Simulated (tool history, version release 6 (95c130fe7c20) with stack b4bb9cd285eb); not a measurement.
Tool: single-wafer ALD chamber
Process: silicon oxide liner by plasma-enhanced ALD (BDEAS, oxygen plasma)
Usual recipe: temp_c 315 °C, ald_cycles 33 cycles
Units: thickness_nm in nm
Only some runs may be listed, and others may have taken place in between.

run     day  temp_c  ald_cycles  read-back reference wafer on the same gauge, thickness_nm  thickness_nm
  1       0     320          31                                                      2.939         2.915
  2   2.821     320          31                                                      2.941         2.914
  3   5.458     320          31                                                      2.939         2.919
  4   8.246     315          33                                                       2.94         3.124
  5  12.279     315          33                                                       2.94         3.122
  6  14.496     315          33                                                      2.941         3.144
  7  17.192     305          33                                                      2.941         3.166
  8  20.221     305          33                                                      2.941         3.171
     23.612  -- gauge calibrated
  9  24.683     315          33                                                      2.939         3.137
 10  29.154     315          33                                                      2.941         3.119
 11  39.804     315          33                                                       2.94         3.127
     47.208  -- thermocouple changed; heater temperature recalibrated
 12  50.946     328          30                                                       2.94         2.786
 13  52.512     315          33                                                       2.94         3.138
 14  56.975     326          38                                                       2.94         3.541
 15  60.896     315          36                                                       2.94         3.408
 16  63.525     308          30                                                       2.94         2.869
 17  65.138     315          33                                                       2.94         3.136
 18  68.438     300          39                                                       2.94         3.761
 19  70.321     315          36                                                      2.939         3.418
 20  72.979     315          33                                                      2.941         3.118
 21  76.262     305          28                                                      2.941         2.692

Run 22 comes next. What will it give?
 22  78.433     306          37                                                          ?             ?

{"run 22": {"read-back reference wafer on the same gauge, thickness_nm": 2.941, "thickness_nm": 3.542}}
With the hidden condition absent and the run-to-run variation left alone, this run would have shown thickness_nm 3.542 nm.
